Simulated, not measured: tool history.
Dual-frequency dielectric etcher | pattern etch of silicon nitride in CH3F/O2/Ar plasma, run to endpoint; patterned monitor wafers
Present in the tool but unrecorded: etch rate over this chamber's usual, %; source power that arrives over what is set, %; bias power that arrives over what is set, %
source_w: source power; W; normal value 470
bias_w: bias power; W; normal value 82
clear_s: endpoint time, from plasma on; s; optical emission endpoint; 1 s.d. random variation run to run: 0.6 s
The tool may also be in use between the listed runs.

| run | hour | source_w | bias_w | wafers since the last listed run | hours since the last wet clean | hours since the last source power generator calibration | hours since the last bias power generator calibration | hours since the last upper electrode change | incoming incoming film thickness, nm | clear_s |
|---|---|---|---|---|---|---|---|---|---|---|
| 1 | 0 | 470 | 82 | 0 | 231.6 | 2573.1 | 3461.3 | 4275.6 | 55.4 | 69.3 |
| 2 | 22.8 | 470 | 82 | 221 | 254.4 | 2595.9 | 3484.1 | 4298.4 | 55.3 | 69.6 |
| 3 | 34.9 | 470 | 82 | 117 | 266.5 | 2608 | 3496.2 | 4310.5 | 55.3 | 68.7 |
| 4 | 58.6 | 400 | 82 | 230 | 290.2 | 2631.7 | 3519.9 | 4334.2 | 55.2 | 73.4 |
| 5 | 94.1 | 400 | 82 | 345 | 325.7 | 2667.2 | 3555.4 | 4369.7 | 55.6 | 73.9 |
| 6 | 114.1 | 470 | 72 | 194 | 345.7 | 2687.2 | 3575.4 | 4389.7 | 54.6 | 71.5 |
| 7 | 140.1 | 470 | 72 | 252 | 371.7 | 2713.2 | 3601.4 | 4415.7 | 55.4 | 72.1 |
| 8 | 156.3 | 470 | 72 | 157 | 387.9 | 2729.4 | 3617.6 | 4431.9 | 55.5 | 72.7 |
| 9 | 177.5 | 540 | 82 | 206 | 409.1 | 2750.6 | 3638.8 | 4453.1 | 55.7 | 65.9 |
| 10 | 192.3 | 470 | 82 | 143 | 423.9 | 2765.4 | 3653.6 | 4467.9 | 55.7 | 69 |
| 11 | 223 | 470 | 82 | 298 | 454.6 | 2796.1 | 3684.3 | 4498.6 | 55.5 | 66.6 |
|  | 288.7 | upper electrode replaced, of another model than before |
|  | 307 | wet clean of the chamber |
| 12 | 307.5 | 470 | 82 | 409 | 0.5 | 2880.6 | 3768.8 | 18.8 | 55.4 | 69.7 |
| 13 | 382.9 | 470 | 82 | 733 | 75.9 | 2956 | 3844.2 | 94.2 | 55.2 | 69.7 |
|  | 403.5 | bias power generator calibrated |
| 14 | 404 | 530 | 88 | 166 | 97 | 2977.1 | 0.5 | 115.3 | 55.6 | 66.4 |
| 15 | 438.1 | 530 | 70 | 331 | 131.1 | 3011.2 | 34.6 | 149.4 | 55.3 | 69.6 |
| 16 | 459.2 | 430 | 102 | 205 | 152.2 | 3032.3 | 55.7 | 170.5 | 55.7 | 66.9 |
|  | 467 | source power generator calibrated |
| 17 | 494.8 | 520 | 96 | 307 | 187.8 | 27.8 | 91.3 | 206.1 | 55.2 | 64 |
| 18 | 524.5 | 570 | 102 | 288 | 217.5 | 57.5 | 121 | 235.8 | 55.1 | 60.4 |
| 19 | 537.8 | 580 | 72 | 129 | 230.8 | 70.8 | 134.3 | 249.1 | 55.1 | 67.1 |
| 20 | 552.6 | 470 | 82 | 143 | 245.6 | 85.6 | 149.1 | 263.9 | 55.2 | 68.9 |
| 21 | 574 | 470 | 82 | 208 | 267 | 107 | 170.5 | 285.3 | 55.1 | 67.1 |
| 22 | 605.2 | 370 | 72 | 303 | 298.2 | 138.2 | 201.7 | 316.5 | 55.7 | 73 |
| 23 | 682.5 | 470 | 82 | 751 | 375.5 | 215.5 | 279 | 393.8 | 55.6 | 67.8 |
|  | 730.6 | wet clean of the chamber |
| 24 | 731.1 | 380 | 67 | 239 | 0.5 | 264.1 | 327.6 | 442.4 | 55.5 | 77.6 |
| 25 | 746.6 | 470 | 82 | 150 | 16 | 279.6 | 343.1 | 457.9 | 55.1 | 70.2 |
| 26 | 763.1 | 580 | 76 | 160 | 32.5 | 296.1 | 359.6 | 474.4 | 55.9 | 68.7 |
| 27 | 851.3 | 470 | 82 | 857 | 120.7 | 384.3 | 447.8 | 562.6 | 55 | 68.6 |
| 28 | 863.7 | 520 | 96 | 120 | 133.1 | 396.7 | 460.2 | 575 | 55.2 | 64.2 |
| 29 | 876.2 | 400 | 65 | 121 | 145.6 | 409.2 | 472.7 | 587.5 | 54.9 | 75.1 |
| 30 | 963.6 | 530 | 96 | 849 | 233 | 496.6 | 560.1 | 674.9 | 55.2 | 62.7 |
| 31 | 981.7 | 380 | 97 | 175 | 251.1 | 514.7 | 578.2 | 693 | 54.9 | 68.4 |
| 32 | 1014.9 | 590 | 62 | 322 | 284.3 | 547.9 | 611.4 | 726.2 | 55.1 | 68.8 |
| 33 | 1027.8 | 560 | 91 | 125 | 297.2 | 560.8 | 624.3 | 739.1 | 55.1 | 64 |
| 34 | 1048.7 | 360 | 92 | 203 | 318.1 | 581.7 | 645.2 | 760 | 54.9 | 69.3 |
| 35 | 1080 | 470 | 82 | 304 | 349.4 | 613 | 676.5 | 791.3 | 55.5 | 67.2 |
| 36 | 1113.1 | 470 | 82 | 321 | 382.5 | 646.1 | 709.6 | 824.4 | 55.6 | 68.3 |

What if the next run were any one of these 3? Each begins from the tool's condition after run 36:
| A | 1113.5 | 470 | 82 | 3 | 382.9 | 646.5 | 710 | 824.8 | 55.3 | ? |
| B | 1113.5 | 590 | 95 | 3 | 382.9 | 646.5 | 710 | 824.8 | 55.3 | ? |
| C | 1113.5 | 380 | 75 | 3 | 382.9 | 646.5 | 710 | 824.8 | 55.3 | ? |

| run | clear_s |
|---|---|
| A | 67.2 |
| B | 61.1 |
| C | 72 |
With no hidden state in the tool, these same runs would have given:
| run | clear_s |
|---|---|
| A | 70 |
| B | 63.7 |
| C | 75 |
